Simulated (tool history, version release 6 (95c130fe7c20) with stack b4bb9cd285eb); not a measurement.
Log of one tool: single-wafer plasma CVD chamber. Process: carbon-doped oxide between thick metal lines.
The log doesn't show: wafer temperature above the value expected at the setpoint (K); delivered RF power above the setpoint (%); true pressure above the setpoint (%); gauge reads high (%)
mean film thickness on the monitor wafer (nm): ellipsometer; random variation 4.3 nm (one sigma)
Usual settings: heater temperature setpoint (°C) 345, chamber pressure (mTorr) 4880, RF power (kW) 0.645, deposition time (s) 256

run	day	heater temperature setpoint (°C)	chamber pressure (mTorr)	RF power (kW)	deposition time (s)	wafers since the last listed run	hours since the last thermocouple change	hours since the last RF generator calibration	hours since the last manometer calibration	hours since the showerhead was replaced	hours since the gauge calibration	read-back reference wafer on the same gauge, thickness_nm	mean film thickness on the monitor wafer (nm)
1	0	345	4880	0.68	256	0	1782.9	662.5	534.2	6368.4	259.1	1391.228	1548.371
2	2.738	345	4880	0.645	256	287	1848.6	728.2	599.9	6434.1	324.8	1390.336	1509.74
3	5.271	345	4880	0.645	256	265	1909.4	789	660.7	6494.9	385.6	1390.093	1498.947
4	7.688	345	4880	0.645	256	253	1967.4	847	718.7	6552.9	443.6	1390.813	1493.356
5	9.592	351	4880	0.55	256	199	2013.1	892.7	764.4	6598.6	489.3	1389.733	1343.211
6	11.904	351	4880	0.55	256	242	2068.6	948.2	819.9	6654.1	544.8	1390.386	1339.604
7	13.858	351	4880	0.55	256	204	2115.5	995.1	866.8	6701	591.7	1390.006	1340.874
# day 15.879: gauge calibrated
8	16.296	345	4880	0.645	223	255	2174	1053.6	925.3	6759.5	10	1388.988	1302.167
9	17.812	345	4880	0.645	223	159	2210.4	1090	961.7	6795.9	46.4	1390.571	1305.181
# day 19.371: capacitance manometer re-zeroed and calibrated
10	20.267	345	4880	0.645	223	222	2269.3	1148.9	21.5	6854.8	105.3	1389.958	1325.048
11	21.312	345	4880	0.645	256	109	2294.4	1174	46.6	6879.9	130.4	1389.881	1518.865
12	22.688	345	4880	0.645	256	144	2327.4	1207	79.6	6912.9	163.4	1391.405	1519.344
# day 24.521: showerhead replaced, of another model than before
13	24.792	345	4880	0.645	205	185	2377.9	1257.5	130.1	6.5	213.9	1388.83	1219.064
14	26.179	345	4880	0.645	256	145	2411.2	1290.8	163.4	39.8	247.2	1389.863	1525.019
15	28.021	339	4880	0.645	295	193	2455.4	1335	207.6	84	291.4	1389.967	1782.524
# day 28.762: RF generator calibrated
16	29.692	333	5460	0.59	256	140	2495.5	22.3	247.7	124.1	331.5	1389.167	1575.147
17	31.7	345	4880	0.645	256	210	2543.7	70.5	295.9	172.3	379.7	1388.746	1512.778
18	33.35	345	5680	0.645	256	173	2583.3	110.1	335.5	211.9	419.3	1391.734	1562.766
19	35.379	331	5620	0.645	256	212	2632	158.8	384.2	260.6	468	1389.84	1625.612
20	36.804	345	4880	0.645	256	149	2666.2	193	418.4	294.8	502.2	1389.609	1506.483
21	38.779	345	4880	0.75	256	207	2713.6	240.4	465.8	342.2	549.6	1390.455	1573.664
# day 39.692: thermocouple changed; heater temperature recalibrated
22	40.808	335	4880	0.54	256	177	26.8	289.1	514.5	390.9	598.3	1390.894	1472.1
# day 41.438: gauge calibrated
23	43.658	345	4270	0.645	256	298	95.2	357.5	582.9	459.3	53.3	1388.079	1452.949
24	46.017	355	5650	0.585	239	247	151.8	414.1	639.5	515.9	109.9	1390.575	1367.582
25	51.546	353	5850	0.535	286	579	284.5	546.8	772.2	648.6	242.6	1388.531	1615.47

The same runs without the tool's hidden state, with the same run-to-run variation:
run	mean film thickness on the monitor wafer (nm)
1	1561.4
2	1523.879
3	1514.312
4	1509.931
5	1358.985
6	1356.39
7	1358.572
8	1320.447
9	1324.188
10	1322.095
11	1515.989
12	1517.138
13	1217.433
14	1524.162
15	1783.37
16	1576.841
17	1516.666
18	1566.925
19	1631.385
20	1514.817
21	1584.2
22	1483.732
23	1464.187
24	1378.993
25	1632.497

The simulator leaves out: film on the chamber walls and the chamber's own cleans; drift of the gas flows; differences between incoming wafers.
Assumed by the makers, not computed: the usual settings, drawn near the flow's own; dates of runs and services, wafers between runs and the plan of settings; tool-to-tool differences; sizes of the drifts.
